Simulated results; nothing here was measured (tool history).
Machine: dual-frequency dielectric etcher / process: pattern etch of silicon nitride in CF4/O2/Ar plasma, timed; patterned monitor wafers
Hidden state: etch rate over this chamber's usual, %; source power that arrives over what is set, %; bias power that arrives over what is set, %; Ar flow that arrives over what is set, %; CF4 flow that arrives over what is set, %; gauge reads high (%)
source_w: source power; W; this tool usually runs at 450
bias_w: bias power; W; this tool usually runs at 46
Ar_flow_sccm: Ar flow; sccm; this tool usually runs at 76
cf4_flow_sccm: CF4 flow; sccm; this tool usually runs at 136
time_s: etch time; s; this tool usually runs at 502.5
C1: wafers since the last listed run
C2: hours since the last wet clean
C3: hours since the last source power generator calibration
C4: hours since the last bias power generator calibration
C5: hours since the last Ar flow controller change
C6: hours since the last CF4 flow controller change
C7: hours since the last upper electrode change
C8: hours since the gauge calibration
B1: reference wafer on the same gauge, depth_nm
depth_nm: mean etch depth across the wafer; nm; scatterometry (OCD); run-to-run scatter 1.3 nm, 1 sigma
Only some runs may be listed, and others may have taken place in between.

run 1 hour=0 | source_w=450 bias_w=46 Ar_flow_sccm=76 cf4_flow_sccm=136 time_s=502.5 | C1=0 C2=181.9 C3=3724.8 C4=3268.5 C5=4042.1 C6=2262 C7=5442.1 C8=207 | B1=977.1 | depth_nm=885.4
run 2 hour=33.2 | source_w=450 bias_w=46 Ar_flow_sccm=90 cf4_flow_sccm=136 time_s=502.5 | C1=141 C2=215.1 C3=3758 C4=3301.7 C5=4075.3 C6=2295.2 C7=5475.3 C8=240.2 | B1=977.1 | depth_nm=870.5
run 3 hour=90 | source_w=450 bias_w=46 Ar_flow_sccm=90 cf4_flow_sccm=136 time_s=502.5 | C1=242 C2=271.9 C3=3814.8 C4=3358.5 C5=4132.1 C6=2352 C7=5532.1 C8=297 | B1=977 | depth_nm=869.7
run 4 hour=158.3 | source_w=450 bias_w=46 Ar_flow_sccm=90 cf4_flow_sccm=136 time_s=502.5 | C1=291 C2=340.2 C3=3883.1 C4=3426.8 C5=4200.4 C6=2420.3 C7=5600.4 C8=365.3 | B1=977.3 | depth_nm=867.7
-- hour=184.2 bias power generator calibrated
run 5 hour=220 | source_w=450 bias_w=46 Ar_flow_sccm=76 cf4_flow_sccm=136 time_s=502.5 | C1=245 C2=401.9 C3=3944.8 C4=35.8 C5=4262.1 C6=2482 C7=5662.1 C8=427 | B1=976.8 | depth_nm=879.5
-- hour=250.2 wet clean of the chamber
run 6 hour=263.4 | source_w=450 bias_w=46 Ar_flow_sccm=76 cf4_flow_sccm=136 time_s=502.5 | C1=82 C2=13.2 C3=3988.2 C4=79.2 C5=4305.5 C6=2525.4 C7=5705.5 C8=470.4 | B1=976.6 | depth_nm=898.1
-- hour=268.4 source power generator calibrated
run 7 hour=289.3 | source_w=450 bias_w=46 Ar_flow_sccm=76 cf4_flow_sccm=113 time_s=393.5 | C1=93 C2=39.1 C3=20.9 C4=105.1 C5=4331.4 C6=2551.3 C7=5731.4 C8=496.3 | B1=977.2 | depth_nm=663.7
-- hour=306.9 gauge calibrated
-- hour=319.3 CF4 flow controller replaced
run 8 hour=337.8 | source_w=450 bias_w=41 Ar_flow_sccm=76 cf4_flow_sccm=136 time_s=502.5 | C1=181 C2=87.6 C3=69.4 C4=153.6 C5=4379.9 C6=18.5 C7=5779.9 C8=30.9 | B1=977.1 | depth_nm=845.3
-- hour=390.3 upper electrode replaced
run 9 hour=390.8 | source_w=400 bias_w=43 Ar_flow_sccm=76 cf4_flow_sccm=118 time_s=502.5 | C1=123 C2=140.6 C3=122.4 C4=206.6 C5=4432.9 C6=71.5 C7=0.5 C8=83.9 | B1=977.1 | depth_nm=764
run 10 hour=397.2 | source_w=400 bias_w=46 Ar_flow_sccm=91 cf4_flow_sccm=136 time_s=380.5 | C1=27 C2=147 C3=128.8 C4=213 C5=4439.3 C6=77.9 C7=6.9 C8=90.3 | B1=977.3 | depth_nm=584.3
run 11 hour=437.9 | source_w=410 bias_w=46 Ar_flow_sccm=92 cf4_flow_sccm=168 time_s=502.5 | C1=173 C2=187.7 C3=169.5 C4=253.7 C5=4480 C6=118.6 C7=47.6 C8=131 | B1=977.2 | depth_nm=804
-- hour=459 Ar flow controller replaced
run 12 hour=494.4 | source_w=490 bias_w=37 Ar_flow_sccm=83 cf4_flow_sccm=136 time_s=352.5 | C1=215 C2=244.2 C3=226 C4=310.2 C5=35.4 C6=175.1 C7=104.1 C8=187.5 | B1=977.1 | depth_nm=616.8
run 13 hour=532.1 | source_w=450 bias_w=46 Ar_flow_sccm=76 cf4_flow_sccm=136 time_s=502.5 | C1=160 C2=281.9 C3=263.7 C4=347.9 C5=73.1 C6=212.8 C7=141.8 C8=225.2 | B1=976.8 | depth_nm=856.3
-- hour=615.5 wet clean of the chamber
run 14 hour=616 | source_w=450 bias_w=46 Ar_flow_sccm=76 cf4_flow_sccm=136 time_s=502.5 | C1=255 C2=0.5 C3=347.6 C4=431.8 C5=157 C6=296.7 C7=225.7 C8=309.1 | B1=977 | depth_nm=866.4

Here are 5 independent what-if runs from the current tool condition. What would each one return?
run A hour=616.6 | source_w=450 bias_w=46 Ar_flow_sccm=66 cf4_flow_sccm=136 time_s=502.5 | C1=2 C2=1.1 C3=348.2 C4=432.4 C5=157.6 C6=297.3 C7=226.3 C8=309.7 | B1=? | depth_nm=?
run B hour=616.6 | source_w=410 bias_w=40 Ar_flow_sccm=76 cf4_flow_sccm=136 time_s=630.5 | C1=2 C2=1.1 C3=348.2 C4=432.4 C5=157.6 C6=297.3 C7=226.3 C8=309.7 | B1=? | depth_nm=?
run C hour=616.6 | source_w=450 bias_w=46 Ar_flow_sccm=76 cf4_flow_sccm=102 time_s=502.5 | C1=2 C2=1.1 C3=348.2 C4=432.4 C5=157.6 C6=297.3 C7=226.3 C8=309.7 | B1=? | depth_nm=?
run D hour=616.6 | source_w=360 bias_w=46 Ar_flow_sccm=90 cf4_flow_sccm=165 time_s=627.5 | C1=2 C2=1.1 C3=348.2 C4=432.4 C5=157.6 C6=297.3 C7=226.3 C8=309.7 | B1=? | depth_nm=?
run E hour=616.6 | source_w=450 bias_w=52 Ar_flow_sccm=76 cf4_flow_sccm=136 time_s=502.5 | C1=2 C2=1.1 C3=348.2 C4=432.4 C5=157.6 C6=297.3 C7=226.3 C8=309.7 | B1=? | depth_nm=?

run=A B1=977.2 depth_nm=876.9
run=B B1=977.2 depth_nm=982.6
run=C B1=977.2 depth_nm=837.4
run=D B1=977.2 depth_nm=909.9
run=E B1=977.2 depth_nm=888
Without the tool's hidden state the same runs would have given:
run=A depth_nm=878.1
run=B depth_nm=984
run=C depth_nm=838.5
run=D depth_nm=911.1
run=E depth_nm=889.2
